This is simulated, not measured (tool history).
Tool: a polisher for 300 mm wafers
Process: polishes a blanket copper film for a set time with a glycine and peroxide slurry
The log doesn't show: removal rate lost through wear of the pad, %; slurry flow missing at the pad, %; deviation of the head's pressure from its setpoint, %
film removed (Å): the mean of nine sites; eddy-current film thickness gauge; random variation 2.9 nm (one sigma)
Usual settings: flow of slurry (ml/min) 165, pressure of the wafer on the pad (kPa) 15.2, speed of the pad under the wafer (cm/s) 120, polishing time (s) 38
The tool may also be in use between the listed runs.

run	day	flow of slurry (ml/min)	pressure of the wafer on the pad (kPa)	speed of the pad under the wafer (cm/s)	polishing time (s)	wafers since the last listed run	wafers polished on this pad	hours since the slurry nozzle was cleaned	hours since the head pressure was calibrated	incoming thickness of the incoming film, nm	film removed (Å)
1	0.000	180	15.2	120	38	0	1017	680.2	1045.3	1485.6	1930
2	0.367	165	12.4	120	38	131	1148	689.0	1054.1	1479.3	1652
3	0.646	165	12.4	120	38	99	1248	695.7	1060.8	1484.8	1657
# day 1.283: worn pad replaced by a new one
4	1.388	165	12.4	120	38	205	36	713.5	1078.6	1477.2	1810
5	1.825	165	15.2	100	38	156	193	724.0	1089.1	1477.3	1746
6	2.088	165	15.2	100	38	93	287	730.3	1095.4	1503.5	1717
7	2.592	165	15.2	120	38	180	467	742.4	1107.5	1482.6	2024
# day 2.767: slurry nozzle cleaned
8	3.221	165	15.2	120	38	209	677	10.9	1122.6	1463.5	1954
9	3.662	165	15.2	120	38	157	834	21.5	1133.2	1475.0	1962
10	4.242	165	15.2	120	34	206	1041	35.4	1147.1	1508.7	1713
11	4.992	165	15.2	120	34	267	1309	53.4	1165.1	1491.1	1698
12	5.662	165	15.2	120	34	239	1549	69.5	1181.2	1479.1	1664
# day 5.904: worn pad replaced by a new one
13	6.046	165	15.2	120	38	77	50	78.7	1190.4	1476.1	1983
14	6.538	165	15.2	120	38	175	226	90.5	1202.2	1463.6	1982
15	7.112	165	15.2	120	38	205	431	104.3	1216.0	1500.8	1937
16	7.821	165	12.4	144	38	253	684	121.3	1233.0	1464.9	1958
17	8.371	145	15.2	130	38	196	881	134.5	1246.2	1461.3	1993
18	8.925	210	15.2	120	38	198	1079	147.8	1259.5	1500.5	1995
19	9.304	225	13.1	120	42	135	1214	156.9	1268.6	1462.7	2015
20	9.729	165	15.2	120	38	151	1366	167.1	1278.8	1500.9	1851
21	10.262	165	18.6	120	38	190	1557	179.9	1291.6	1480.9	2111
# day 10.450: worn pad replaced by a new one
22	10.625	165	15.2	120	42	69	63	188.6	1300.3	1467.3	2179
23	10.929	125	19.3	142	26	108	171	195.9	1307.6	1479.5	1784
# day 11.321: head pressure recalibrated
24	11.450	165	20.0	120	38	156	328	208.4	3.1	1454.0	2461
25	11.929	165	17.2	120	38	171	499	219.9	14.6	1477.8	2136
26	12.246	180	18.6	82	44	113	612	227.5	22.2	1490.6	1956
27	12.742	140	15.2	144	38	177	789	239.4	34.1	1490.0	2152
28	13.388	165	15.2	120	38	230	1020	254.9	49.6	1469.7	1918
29	13.662	120	15.2	84	44	98	1118	261.5	56.2	1503.7	1547
30	13.975	165	15.2	96	25	111	1230	269.0	63.7	1458.0	1034
31	14.267	220	10.3	120	38	104	1334	276.0	70.7	1468.8	1562
# day 14.612: worn pad replaced by a new one
32	14.633	165	10.3	94	38	71	7	284.8	79.5	1472.6	1338
33	14.858	205	20.7	120	26	80	88	290.2	84.9	1480.6	1795
34	15.421	120	15.2	84	44	200	289	303.7	98.4	1465.7	1655
35	16.000	145	19.3	140	30	206	496	317.6	112.3	1481.5	2078
36	16.392	165	15.2	120	38	139	636	327.0	121.7	1499.2	1970
37	17.096	105	13.1	120	38	251	887	343.9	138.6	1498.1	1609
38	17.679	165	20.7	120	38	208	1096	357.9	152.6	1472.9	2375

Hidden state or all else? Some run-to-run changes of film removed (Å), split into what the settings, what came in and random variation would give without the hidden state, and what is left for the hidden state (with any gauge scatter that isn't in both results):
Run 3 -> 4: worn pad replaced by a new one. film removed (Å) +153: hidden state +147, all else +6.
Run 21 -> 22: pressure of the wafer on the pad (kPa) 18.6 -> 15.2, polishing time (s) 38 -> 42, worn pad replaced by a new one. film removed (Å) +68: hidden state +232, all else -164.
Run 23 -> 24: flow of slurry (ml/min) 125 -> 165, pressure of the wafer on the pad (kPa) 19.3 -> 20.0, speed of the pad under the wafer (cm/s) 142 -> 120, polishing time (s) 26 -> 38, head pressure recalibrated. film removed (Å) +677: hidden state -41, all else +718.
Run 30 -> 31: flow of slurry (ml/min) 165 -> 220, pressure of the wafer on the pad (kPa) 15.2 -> 10.3, speed of the pad under the wafer (cm/s) 96 -> 120, polishing time (s) 25 -> 38. film removed (Å) +528: hidden state -60, all else +588.
Run 31 -> 32: flow of slurry (ml/min) 220 -> 165, speed of the pad under the wafer (cm/s) 120 -> 94, worn pad replaced by a new one. film removed (Å) -224: hidden state +150, all else -374.
Run 37 -> 38: flow of slurry (ml/min) 105 -> 165, pressure of the wafer on the pad (kPa) 13.1 -> 20.7. film removed (Å) +766: hidden state -80, all else +846.
